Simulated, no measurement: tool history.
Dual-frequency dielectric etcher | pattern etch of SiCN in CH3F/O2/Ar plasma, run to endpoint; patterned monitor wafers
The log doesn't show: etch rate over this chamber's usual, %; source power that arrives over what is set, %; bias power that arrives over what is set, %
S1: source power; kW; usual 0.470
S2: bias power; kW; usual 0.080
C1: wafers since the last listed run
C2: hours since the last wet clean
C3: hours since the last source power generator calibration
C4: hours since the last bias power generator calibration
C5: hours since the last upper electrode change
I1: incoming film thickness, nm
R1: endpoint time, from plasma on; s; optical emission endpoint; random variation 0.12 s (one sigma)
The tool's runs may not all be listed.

run,hour,S1,S2,C1,C2,C3,C4,C5,I1,R1
1,0.0,0.470,0.080,0,214.3,2078.4,4020.1,3006.1,9.84,25.5
2,18.9,0.470,0.080,180,233.2,2097.3,4039.0,3025.0,9.95,25.8
3,49.7,0.510,0.065,293,264.0,2128.1,4069.8,3055.8,9.87,28.1
4,123.1,0.510,0.065,700,337.4,2201.5,4143.2,3129.2,9.82,28.1
# hour 132.2: source power generator calibrated
5,142.6,0.420,0.090,147,356.9,10.4,4162.7,3148.7,10.00,26.0
# hour 151.9: bias power generator calibrated
# hour 183.5: upper electrode replaced
# hour 199.4: wet clean of the chamber
6,199.9,0.420,0.090,128,0.5,67.7,48.0,16.4,9.97,24.9
7,204.6,0.410,0.091,44,5.2,72.4,52.7,21.1,9.91,24.8

Run 8 comes next. What will it give?
8,248.1,0.510,0.069,414,48.7,115.9,96.2,64.6,9.92,?

{"run 8": {"R1": 26.6}}
Without the tool's hidden state the same run would have given R1 26.4 s.
